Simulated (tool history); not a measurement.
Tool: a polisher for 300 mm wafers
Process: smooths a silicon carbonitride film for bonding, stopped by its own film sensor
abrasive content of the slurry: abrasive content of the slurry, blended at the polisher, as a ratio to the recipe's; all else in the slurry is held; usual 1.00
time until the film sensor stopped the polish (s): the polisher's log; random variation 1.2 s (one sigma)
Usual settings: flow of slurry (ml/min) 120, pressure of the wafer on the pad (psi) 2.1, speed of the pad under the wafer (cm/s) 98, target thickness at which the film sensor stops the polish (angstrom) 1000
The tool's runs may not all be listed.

run   hour  flow of slurry (ml/min)  pressure of the wafer on the pad (psi)  speed of the pad under the wafer (cm/s)  abrasive content of the slurry  target thickness at which the film sensor stops the polish (angstrom)  wafers since the last listed run  wafers polished on this pad  hours since the slurry nozzle was cleaned  hours since the head pressure was calibrated  hours since the slurry blender was calibrated  incoming thickness of the incoming film, nm  time until the film sensor stopped the polish (s)
  1    0.0                      120                                     2.1                                       98                            1.00                                                                   1000                                 0                          825                                      784.6                                         540.3                                           51.3                                        119.8                                               81.2
      12.9  -- slurry nozzle cleaned
  2   20.5                      120                                     2.1                                       98                            1.00                                                                   1000                               236                         1062                                        7.6                                         560.8                                           71.8                                        121.1                                               82.5
  3   44.9                      120                                     2.1                                       98                            1.00                                                                   1000                               296                         1358                                       32.0                                         585.2                                           96.2                                        119.2                                               74.8
  4   60.7                      120                                     2.1                                       98                            1.00                                                                   1000                               191                         1550                                       47.8                                         601.0                                          112.0                                        119.9                                               78.9
  5   77.7                      120                                     2.1                                       98                            1.00                                                                   1000                               206                         1756                                       64.8                                         618.0                                          129.0                                        120.0                                               76.1
  6   96.6                      120                                     2.1                                       98                            1.00                                                                   1000                               229                         1985                                       83.7                                         636.9                                          147.9                                        122.1                                               87.2
  7  109.7                      120                                     2.1                                       98                            1.00                                                                   1000                               159                         2144                                       96.8                                         650.0                                          161.0                                        121.1                                               84.6
     128.0  -- worn pad replaced by a new one
  8  134.0                      120                                     2.1                                       98                            1.00                                                                   1000                               246                           73                                      121.1                                         674.3                                          185.3                                        119.4                                               76.0
  9  160.1                      120                                     2.1                                       98                            0.70                                                                   1000                               316                          390                                      147.2                                         700.4                                          211.4                                        120.6                                              107.9
 10  188.0                      120                                     2.1                                       98                            1.00                                                                   1000                               338                          728                                      175.1                                         728.3                                          239.3                                        118.1                                               73.5
 11  223.9                      160                                     1.6                                       98                            1.00                                                                   1000                               435                         1164                                      211.0                                         764.2                                          275.2                                        119.6                                               97.8
 12  258.7                      120                                     2.1                                       76                            0.75                                                                   1000                               422                         1587                                      245.8                                         799.0                                          310.0                                        119.4                                              116.1
 13  270.8                      120                                     2.1                                       98                            1.00                                                                   1000                               146                         1733                                      257.9                                         811.1                                          322.1                                        121.0                                               84.7
     297.6  -- slurry blender recalibrated
 14  306.7                      120                                     2.3                                       98                            1.00                                                                   1050                               411                         2145                                      293.8                                         847.0                                            9.1                                        120.2                                               54.2
 15  320.5                      160                                     1.7                                      118                            1.00                                                                   1000                               167                         2312                                      307.6                                         860.8                                           22.9                                        121.5                                               89.5
     327.0  -- worn pad replaced by a new one
     345.7  -- head pressure recalibrated
 16  355.7                      120                                     2.1                                       98                            1.00                                                                   1020                               354                          323                                      342.8                                          10.0                                           58.1                                        118.5                                               67.0
 17  382.2                      155                                     1.5                                       98                            1.00                                                                   1000                               321                          645                                      369.3                                          36.5                                           84.6                                        120.8                                              113.1
 18  401.6                      120                                     2.1                                       98                            1.00                                                                   1000                               235                          881                                      388.7                                          55.9                                          104.0                                        118.8                                               74.0
 19  416.2                      120                                     1.6                                       98                            1.00                                                                   1000                               177                         1058                                      403.3                                          70.5                                          118.6                                        118.5                                               97.3
 20  443.1                      120                                     2.1                                       84                            1.00                                                                    930                               326                         1384                                      430.2                                          97.4                                          145.5                                        120.6                                              123.9
 21  467.8                      120                                     1.8                                      128                            1.00                                                                   1030                               299                         1684                                      454.9                                         122.1                                          170.2                                        118.5                                               61.6
 22  480.1                       80                                     2.1                                       98                            0.75                                                                   1000                               149                         1833                                      467.2                                         134.4                                          182.5                                        120.2                                              108.1
 23  501.2                      120                                     2.1                                       98                            1.00                                                                   1000                               256                         2089                                      488.3                                         155.5                                          203.6                                        121.4                                               86.2
 24  513.8                      120                                     2.4                                       98                            1.00                                                                   1000                               152                         2242                                      500.9                                         168.1                                          216.2                                        119.2                                               68.9
 25  527.1                      120                                     2.6                                       98                            1.00                                                                   1000                               161                         2404                                      514.2                                         181.4                                          229.5                                        121.2                                               70.6
 26  554.3                      120                                     2.1                                       98                            1.00                                                                   1000                               330                         2734                                      541.4                                         208.6                                          256.7                                        120.4                                               82.9
     559.7  -- worn pad replaced by a new one
 27  633.3                      120                                     2.1                                      124                            1.00                                                                    960                               910                          893                                      620.4                                         287.6                                          335.7                                        121.3                                               84.0
     655.6  -- slurry blender recalibrated
 28  656.9                      120                                     2.1                                       98                            1.10                                                                   1000                               262                         1155                                      644.0                                         311.2                                            1.3                                        119.4                                               73.9
     671.4  -- slurry nozzle cleaned
 29  685.0                      120                                     2.1                                       98                            1.00                                                                   1000                               328                         1484                                       13.6                                         339.3                                           29.4                                        121.4                                               83.6

Forecast each of these 5 alternatives for the next run:
  A  685.4                      120                                     2.1                                       78                            1.00                                                                   1000                                 4                         1489                                       14.0                                         339.7                                           29.8                                        120.4                                                  ?
  B  685.4                      120                                     1.7                                       98                            1.20                                                                   1000                                 4                         1489                                       14.0                                         339.7                                           29.8                                        120.4                                                  ?
  C  685.4                      120                                     2.1                                       66                            1.00                                                                   1000                                 4                         1489                                       14.0                                         339.7                                           29.8                                        120.4                                                  ?
  D  685.4                      120                                     2.1                                       74                            1.25                                                                    970                                 4                         1489                                       14.0                                         339.7                                           29.8                                        120.4                                                  ?
  E  685.4                      140                                     2.1                                       80                            1.15                                                                   1000                                 4                         1489                                       14.0                                         339.7                                           29.8                                        120.4                                                  ?

run  time until the film sensor stopped the polish (s)
  A                                               94.9
  B                                               88.0
  C                                              108.5
  D                                              100.2
  E                                               84.0
Without the tool's hidden state the same runs would have given:
run  time until the film sensor stopped the polish (s)
  A                                               94.0
  B                                               87.1
  C                                              107.5
  D                                               99.2
  E                                               83.2
